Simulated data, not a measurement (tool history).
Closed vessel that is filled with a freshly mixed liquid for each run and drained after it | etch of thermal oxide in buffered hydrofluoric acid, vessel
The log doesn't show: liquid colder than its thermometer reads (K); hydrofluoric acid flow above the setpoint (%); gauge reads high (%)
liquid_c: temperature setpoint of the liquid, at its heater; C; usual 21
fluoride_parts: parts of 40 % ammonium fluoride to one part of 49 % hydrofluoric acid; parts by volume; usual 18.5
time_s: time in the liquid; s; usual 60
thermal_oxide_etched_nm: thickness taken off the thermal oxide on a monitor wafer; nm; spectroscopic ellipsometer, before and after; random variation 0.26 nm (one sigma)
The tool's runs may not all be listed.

run,hour,liquid_c,fluoride_parts,time_s,wafers since the last listed run,hours since the thermometer was replaced,hours since the hydrofluoric acid flow meter was replaced,hours since the gauge calibration,"read-back film thickness of the thermal oxide reference wafer, read on the same gauge (nm)",thermal_oxide_etched_nm
1,0,21,16.5,60,0,378.5,144.4,1249.3,89.99,34.9
2,56.1,21,16.5,60,6356,434.6,200.5,1305.4,89.98,34.92
3,156.8,21,16.5,60,11409,535.3,301.2,1406.1,90,35.17
4,260.8,21,18.5,60,11783,639.3,405.2,1510.1,89.98,30.94
5,361.1,21,18.5,60,11364,739.6,505.5,1610.4,89.96,31.33
6,403.1,24,24.5,60,4758,781.6,547.5,1652.4,89.98,29.42
# hour 454.4: hydrofluoric acid flow meter replaced
7,488.3,21,18.5,55,9540,866.8,33.9,1737.6,90,28.4
8,538.5,21,18.5,60,5687,917,84.1,1787.8,90.01,31.25
# hour 600.7: thermometer replaced
9,605.4,21,18.5,60,7466,4.7,151,1854.7,90.04,31.18
10,666.2,23.5,18.5,60,6889,65.5,211.8,1915.5,89.97,35.32
11,729.4,23.5,18.5,60,7160,128.7,275,1978.7,90.01,35.77
# hour 758.2: gauge calibrated
12,826.8,23.5,18.5,35,11036,226.1,372.4,68.6,90.03,21
# hour 1022.8: hydrofluoric acid flow meter replaced
13,1084.7,23.5,18.5,35,29108,484,61.9,326.5,90.02,20.86
14,1142.2,24,18.5,60,6515,541.5,119.4,384,90.02,36.63
15,1413.2,21,18.5,60,30706,812.5,390.4,655,89.98,31.02
16,1486.7,21,18.5,60,8328,886,463.9,728.5,89.99,31.54
17,1574.2,25.5,18.5,60,9914,973.5,551.4,816,90,39.82
18,1622.8,21,12.5,60,5506,1022.1,600,864.6,89.98,46.1
# hour 1669.6: hydrofluoric acid flow meter replaced
# hour 1670.4: thermometer replaced
19,1706.2,17,18.5,35,9245,35.8,36.6,948,90.03,14.66
20,1807.4,23,25.5,80,11466,137,137.8,1049.2,89.98,36.83
21,1903.9,18,13.5,40,10934,233.5,234.3,1145.7,90,23.92
22,1999.1,21,16.5,60,10786,328.7,329.5,1240.9,90,34.93
23,2098.7,21,18.5,60,11285,428.3,429.1,1340.5,90.01,31.51
# hour 2159.1: hydrofluoric acid flow meter replaced
24,2191.1,17,18.5,80,10356,520.7,32,1432.9,90.02,33.02
25,2257.6,18.5,18.5,60,7534,587.2,98.5,1499.4,90.02,27.05
26,2333.9,23,11,30,8645,663.5,174.8,1575.7,90.03,28.73

Forecast each of these 5 alternatives for the next run:
A,2334.6,21,18.5,30,79,664.2,175.5,1576.4,?,?
B,2334.6,21,18.5,35,79,664.2,175.5,1576.4,?,?
C,2334.6,23,14,90,79,664.2,175.5,1576.4,?,?
D,2334.6,17,21.5,70,79,664.2,175.5,1576.4,?,?
E,2334.6,22.5,14,40,79,664.2,175.5,1576.4,?,?

run,"read-back film thickness of the thermal oxide reference wafer, read on the same gauge (nm)",thermal_oxide_etched_nm
A,90.01,15.65
B,90.01,18.26
C,90.01,69.02
D,90.01,25.66
E,90.01,29.84
Without the tool's hidden state the same runs would have given:
run,thermal_oxide_etched_nm
A,15.65
B,18.26
C,69.02
D,25.66
E,29.84
